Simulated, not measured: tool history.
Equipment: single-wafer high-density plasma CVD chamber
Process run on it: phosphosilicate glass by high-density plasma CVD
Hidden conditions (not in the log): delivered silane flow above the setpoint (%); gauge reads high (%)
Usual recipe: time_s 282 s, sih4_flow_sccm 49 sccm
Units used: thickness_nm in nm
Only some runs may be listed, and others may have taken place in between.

| run | hour | time_s | sih4_flow_sccm | wafers since the last listed run | hours since the silane flow controller was replaced | hours since the gauge calibration | read-back reference wafer on the same gauge, thickness_nm | thickness_nm |
|---|---|---|---|---|---|---|---|---|
| 1 | 0.0 | 282 | 53 | 0 | 2582.4 | 150.6 | 1351.103 | 1445.078 |
| 2 | 23.3 | 282 | 53 | 124 | 2605.7 | 173.9 | 1349.451 | 1447.971 |
| 3 | 40.7 | 282 | 53 | 92 | 2623.1 | 191.3 | 1349.969 | 1439.153 |
| 4 | 67.6 | 297 | 44 | 143 | 2650.0 | 218.2 | 1349.987 | 1266.260 |
| 5 | 136.7 | 297 | 44 | 369 | 2719.1 | 287.3 | 1348.648 | 1254.081 |
| 6 | 160.1 | 240 | 49 | 124 | 2742.5 | 310.7 | 1349.604 | 1133.356 |
| 7 | 172.5 | 240 | 49 | 66 | 2754.9 | 323.1 | 1350.428 | 1138.517 |
| 8 | 191.8 | 282 | 51 | 103 | 2774.2 | 342.4 | 1350.866 | 1383.579 |
| 9 | 252.9 | 282 | 51 | 326 | 2835.3 | 403.5 | 1350.263 | 1378.747 |
| 10 | 266.4 | 282 | 54 | 72 | 2848.8 | 417.0 | 1351.454 | 1465.840 |
| 11 | 297.6 | 282 | 49 | 166 | 2880.0 | 448.2 | 1349.534 | 1325.484 |
| 12 | 311.0 | 257 | 49 | 71 | 2893.4 | 461.6 | 1351.906 | 1215.904 |
| 13 | 323.2 | 282 | 49 | 65 | 2905.6 | 473.8 | 1350.102 | 1329.321 |
| 14 | 339.3 | 282 | 49 | 85 | 2921.7 | 489.9 | 1348.983 | 1336.735 |
| 15 | 351.5 | 282 | 49 | 65 | 2933.9 | 502.1 | 1350.179 | 1327.667 |
| 16 | 367.8 | 282 | 49 | 87 | 2950.2 | 518.4 | 1350.470 | 1326.436 |
| 17 | 389.1 | 282 | 49 | 113 | 2971.5 | 539.7 | 1349.669 | 1328.870 |
| 18 | 419.1 | 282 | 57 | 160 | 3001.5 | 569.7 | 1349.488 | 1542.276 |
| 19 | 521.0 | 282 | 57 | 544 | 3103.4 | 671.6 | 1349.500 | 1528.960 |
| 20 | 544.1 | 282 | 57 | 123 | 3126.5 | 694.7 | 1350.385 | 1542.771 |
| 21 | 567.1 | 282 | 49 | 122 | 3149.5 | 717.7 | 1349.746 | 1321.021 |
| 22 | 601.5 | 282 | 49 | 183 | 3183.9 | 752.1 | 1349.487 | 1317.924 |
| 23 | 626.4 | 282 | 49 | 132 | 3208.8 | 777.0 | 1348.791 | 1325.261 |
| 24 | 645.6 | 251 | 55 | 102 | 3228.0 | 796.2 | 1350.191 | 1322.856 |
| 25 | 681.2 | 247 | 56 | 190 | 3263.6 | 831.8 | 1350.749 | 1316.926 |
| 26 | 708.9 | 311 | 41 | 147 | 3291.3 | 859.5 | 1351.244 | 1214.374 |
| 27 | 728.8 | 282 | 49 | 106 | 3311.2 | 879.4 | 1349.735 | 1319.752 |
|  | 730.7 | gauge calibrated |
| 28 | 760.6 | 320 | 43 | 169 | 3343.0 | 29.9 | 1350.251 | 1313.539 |
| 29 | 793.6 | 297 | 44 | 176 | 3376.0 | 62.9 | 1349.241 | 1246.957 |
| 30 | 818.3 | 282 | 49 | 131 | 3400.7 | 87.6 | 1350.241 | 1321.513 |
| 31 | 833.1 | 282 | 49 | 79 | 3415.5 | 102.4 | 1348.294 | 1318.484 |
| 32 | 846.9 | 282 | 51 | 73 | 3429.3 | 116.2 | 1350.522 | 1380.074 |
|  | 872.5 | silane flow controller replaced |
| 33 | 873.0 | 332 | 46 | 96 | 0.5 | 142.3 | 1350.241 | 1532.196 |
| 34 | 887.7 | 300 | 54 | 78 | 15.2 | 157.0 | 1350.550 | 1617.662 |
| 35 | 911.3 | 338 | 55 | 126 | 38.8 | 180.6 | 1350.361 | 1848.056 |
| 36 | 945.6 | 330 | 53 | 183 | 73.1 | 214.9 | 1349.731 | 1743.920 |

Run 37 comes next. What will it give?
| 37 | 958.0 | 337 | 53 | 66 | 85.5 | 227.3 | ? | ? |

{"run 37": {"read-back reference wafer on the same gauge, thickness_nm": 1349.905, "thickness_nm": 1785.752}}
Minus the tool's unlogged condition, the same run would have read thickness_nm 1790.610 nm.

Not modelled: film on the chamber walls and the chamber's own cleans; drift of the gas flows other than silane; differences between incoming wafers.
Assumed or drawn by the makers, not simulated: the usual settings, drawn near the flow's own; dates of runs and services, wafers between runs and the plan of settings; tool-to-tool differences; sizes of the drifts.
